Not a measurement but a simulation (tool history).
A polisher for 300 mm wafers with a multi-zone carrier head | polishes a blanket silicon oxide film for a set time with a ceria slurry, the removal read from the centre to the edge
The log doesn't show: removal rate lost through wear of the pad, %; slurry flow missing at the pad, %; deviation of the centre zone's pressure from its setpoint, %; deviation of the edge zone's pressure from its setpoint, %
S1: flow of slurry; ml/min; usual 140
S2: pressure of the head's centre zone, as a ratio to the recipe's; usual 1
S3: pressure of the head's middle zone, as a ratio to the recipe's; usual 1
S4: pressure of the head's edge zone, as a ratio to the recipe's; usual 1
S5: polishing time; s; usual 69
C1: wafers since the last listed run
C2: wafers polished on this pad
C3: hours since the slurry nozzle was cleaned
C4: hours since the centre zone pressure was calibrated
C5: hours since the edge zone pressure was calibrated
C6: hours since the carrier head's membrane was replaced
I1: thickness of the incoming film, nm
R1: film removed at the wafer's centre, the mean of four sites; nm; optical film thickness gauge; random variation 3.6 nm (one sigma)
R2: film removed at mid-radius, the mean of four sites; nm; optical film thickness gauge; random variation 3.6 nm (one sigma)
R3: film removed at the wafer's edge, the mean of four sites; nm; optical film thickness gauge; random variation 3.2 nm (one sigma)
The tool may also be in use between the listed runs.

run 1 hour=0 | S1=140 S2=1 S3=1 S4=1 S5=69 | C1=0 C2=1167 C3=748.9 C4=236.1 C5=983.9 C6=519.8 | I1=1071.4 | R1=407.2 R2=372.6 R3=374.4
-- hour=11.4 worn pad replaced by a new one
run 2 hour=11.9 | S1=140 S2=1 S3=1 S4=1 S5=69 | C1=75 C2=4 C3=760.8 C4=248 C5=995.8 C6=531.7 | I1=1092.5 | R1=398.9 R2=374.6 R3=377.7
run 3 hour=20.1 | S1=140 S2=1 S3=1 S4=1 S5=69 | C1=78 C2=82 C3=769 C4=256.2 C5=1004 C6=539.9 | I1=1091.5 | R1=409.1 R2=375.9 R3=371.5
run 4 hour=29.7 | S1=110 S2=1 S3=1 S4=1 S5=79 | C1=91 C2=173 C3=778.6 C4=265.8 C5=1013.6 C6=549.5 | I1=1090.5 | R1=438.6 R2=399.3 R3=404.7
run 5 hour=45.4 | S1=140 S2=1 S3=1 S4=0.91 S5=69 | C1=149 C2=323 C3=794.3 C4=281.5 C5=1029.3 C6=565.2 | I1=1085.4 | R1=404.4 R2=369.6 R3=362.1
run 6 hour=51.4 | S1=140 S2=1 S3=1 S4=0.91 S5=69 | C1=57 C2=380 C3=800.3 C4=287.5 C5=1035.3 C6=571.2 | I1=1089.4 | R1=413.2 R2=378.6 R3=352.6
run 7 hour=58.1 | S1=140 S2=1 S3=1 S4=0.91 S5=69 | C1=63 C2=444 C3=807 C4=294.2 C5=1042 C6=577.9 | I1=1088.8 | R1=413.9 R2=375 R3=361.4
-- hour=63.6 carrier head's membrane replaced by a new one
-- hour=67.6 edge zone pressure recalibrated
run 8 hour=74.1 | S1=140 S2=1 S3=1 S4=1 S5=69 | C1=85 C2=530 C3=823 C4=310.2 C5=6.5 C6=10.5 | I1=1080.8 | R1=419.9 R2=375 R3=369.9
run 9 hour=83.8 | S1=140 S2=1 S3=1 S4=1 S5=69 | C1=92 C2=622 C3=832.7 C4=319.9 C5=16.2 C6=20.2 | I1=1072.4 | R1=420.3 R2=374.3 R3=377.7
run 10 hour=97.5 | S1=165 S2=1.04 S3=0.94 S4=0.89 S5=69 | C1=130 C2=752 C3=846.4 C4=333.6 C5=29.9 C6=33.9 | I1=1106.2 | R1=455.1 R2=366.5 R3=365.1
-- hour=102.9 slurry nozzle cleaned
run 11 hour=105.5 | S1=110 S2=1 S3=1 S4=1.11 S5=55 | C1=66 C2=819 C3=2.6 C4=341.6 C5=37.9 C6=41.9 | I1=1105.1 | R1=312 R2=280.6 R3=302.4
-- hour=109.3 centre zone pressure recalibrated
run 12 hour=119.7 | S1=140 S2=1 S3=1 S4=1 S5=69 | C1=116 C2=935 C3=16.8 C4=10.4 C5=52.1 C6=56.1 | I1=1079.3 | R1=391.9 R2=373.8 R3=368.6
run 13 hour=132 | S1=140 S2=1 S3=1 S4=0.89 S5=69 | C1=117 C2=1052 C3=29.1 C4=22.7 C5=64.4 C6=68.4 | I1=1096.9 | R1=396.2 R2=380.2 R3=353.2
-- hour=138.5 worn pad replaced by a new one
run 14 hour=143.4 | S1=165 S2=0.96 S3=1 S4=1 S5=69 | C1=70 C2=46 C3=40.5 C4=34.1 C5=75.8 C6=79.8 | I1=1081.7 | R1=393.7 R2=385.8 R3=380
run 15 hour=151 | S1=140 S2=1 S3=1 S4=1 S5=69 | C1=72 C2=119 C3=48.1 C4=41.7 C5=83.4 C6=87.4 | I1=1102.1 | R1=392.5 R2=371.7 R3=368.2
run 16 hour=167.9 | S1=140 S2=0.88 S3=1.11 S4=0.96 S5=69 | C1=160 C2=280 C3=65 C4=58.6 C5=100.3 C6=104.3 | I1=1092.1 | R1=358 R2=408.2 R3=370.6
run 17 hour=177.9 | S1=125 S2=0.92 S3=0.9 S4=1 S5=52 | C1=95 C2=375 C3=75 C4=68.6 C5=110.3 C6=114.3 | I1=1106.4 | R1=268.3 R2=252 R3=278.7
run 18 hour=187.1 | S1=140 S2=0.89 S3=1 S4=0.94 S5=69 | C1=87 C2=463 C3=84.2 C4=77.8 C5=119.5 C6=123.5 | I1=1100.2 | R1=356.2 R2=373.2 R3=363

Measured less the same run without the tool's hidden state. The same run-to-run variation is in both; the gauge's scatter may not be:
run=1 R1=+19.1
run=2 R1=+20.8
run=3 R1=+22.8
run=4 R1=+26.3
run=5 R1=+27.3
run=6 R1=+29.1
run=7 R1=+30.5
run=8 R1=+34.3
run=9 R1=+36.5
run=10 R1=+42.6
run=11 R1=+30.7
run=12 R1=+8
run=13 R1=+8.3
run=14 R1=+8.5
run=15 R1=+8.7
run=16 R1=+8.5
run=17 R1=+6.7
run=18 R1=+9.4
R2: within 0.2 nm of the measured result in every run.
R3: 0 in every run.
